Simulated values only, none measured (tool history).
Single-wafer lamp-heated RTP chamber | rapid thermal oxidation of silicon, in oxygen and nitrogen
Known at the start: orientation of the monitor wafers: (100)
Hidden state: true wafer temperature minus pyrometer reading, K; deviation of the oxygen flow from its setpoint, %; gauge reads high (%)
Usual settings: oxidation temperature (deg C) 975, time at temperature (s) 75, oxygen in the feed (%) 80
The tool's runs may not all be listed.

run   hour  oxidation temperature (deg C)  time at temperature (s)  oxygen in the feed (%)  wafers since the last listed run  wafers since the last pyrometer calibration  hours since the oxygen flow controller was replaced  hours since the gauge calibration  read-back reference wafer on the same gauge, thickness  oxide thickness on the monitor wafer (Å)
  1      0                            975                       75                      80                                 0                                         1171                                               3918.5                               22.5                                                   4.621                                     48.13
  2    6.7                            975                       75                      80                                65                                         1237                                               3925.2                               29.2                                                   4.621                                     48.03
  3     18                            975                       75                      80                               110                                         1347                                               3936.5                               40.5                                                    4.62                                      48.1
  4   28.1                            962                       97                      80                                98                                         1445                                               3946.6                               50.6                                                   4.621                                     48.97
  5   42.1                            975                       75                      80                               136                                         1581                                               3960.6                               64.6                                                   4.619                                     48.18
  6   52.4                            975                       96                      65                               100                                         1682                                               3970.9                               74.9                                                   4.621                                     49.84
  7   65.3                            975                       96                      65                               125                                         1807                                               3983.8                               87.8                                                   4.619                                     49.98
  8  102.4                            975                       89                      92                               361                                         2169                                               4020.9                              124.9                                                    4.62                                     54.46
     124.7  -- pyrometer window cleaned and pyrometer calibrated
  9  125.2                            975                       89                      92                               144                                            5                                               4043.7                              147.7                                                   4.619                                     53.79
 10    127                            975                       75                      80                                17                                           22                                               4045.5                              149.5                                                    4.62                                     47.58
 11  141.2                            975                       75                      80                               138                                          161                                               4059.7                              163.7                                                   4.618                                     47.71
     147.2  -- gauge calibrated
 12  148.6                            983                       64                      67                                72                                          233                                               4067.1                                1.4                                                   4.621                                     44.67
 13  164.7                           1004                       46                      71                               156                                          390                                               4083.2                               17.5                                                    4.62                                     45.93
     179.5  -- oxygen flow controller replaced
 14    180                            945                       75                      90                                71                                          461                                                  0.5                               32.8                                                    4.62                                     39.94
 15  189.7                            947                       75                      80                                94                                          555                                                 10.2                               42.5                                                   4.621                                     39.21
 16    206                            983                       75                      80                               158                                          714                                                 26.5                               58.8                                                    4.62                                     50.88
 17  214.1                            975                       75                      80                                78                                          793                                                 34.6                               66.9                                                   4.619                                     48.08
 18  226.8                            975                       75                      80                               123                                          917                                                 47.3                               79.6                                                   4.619                                     48.11
 19  239.3                            999                       75                      80                               121                                         1038                                                 59.8                               92.1                                                   4.621                                     57.43
 20  255.5                            975                       75                      80                               157                                         1196                                                   76                              108.3                                                   4.619                                     48.04
 21    265                            958                       75                      80                                92                                         1289                                                 85.5                              117.8                                                   4.621                                     42.51
 22  277.7                            975                       75                      98                               123                                         1412                                                 98.2                              130.5                                                   4.621                                     51.69
 23  288.4                            975                       41                      70                               104                                         1517                                                108.9                              141.2                                                   4.621                                     36.05

What the log doesn't show, run by run:
deviation of the oxygen flow from its setpoint, %: 0 in every run
gauge reads high (%): 0 in every run
H1: true wafer temperature minus pyrometer reading, K
run      H1
  1    1.48
  2    1.51
  3    1.57
  4    1.62
  5    1.67
  6    1.71
  7    1.75
  8    1.84
  9  0.0278
 10  0.0647
 11   0.333
 12   0.458
 13   0.698
 14   0.891
 15   0.998
 16    1.15
 17    1.22
 18    1.32
 19     1.4
 20    1.49
 21    1.54
 22     1.6
 23    1.64
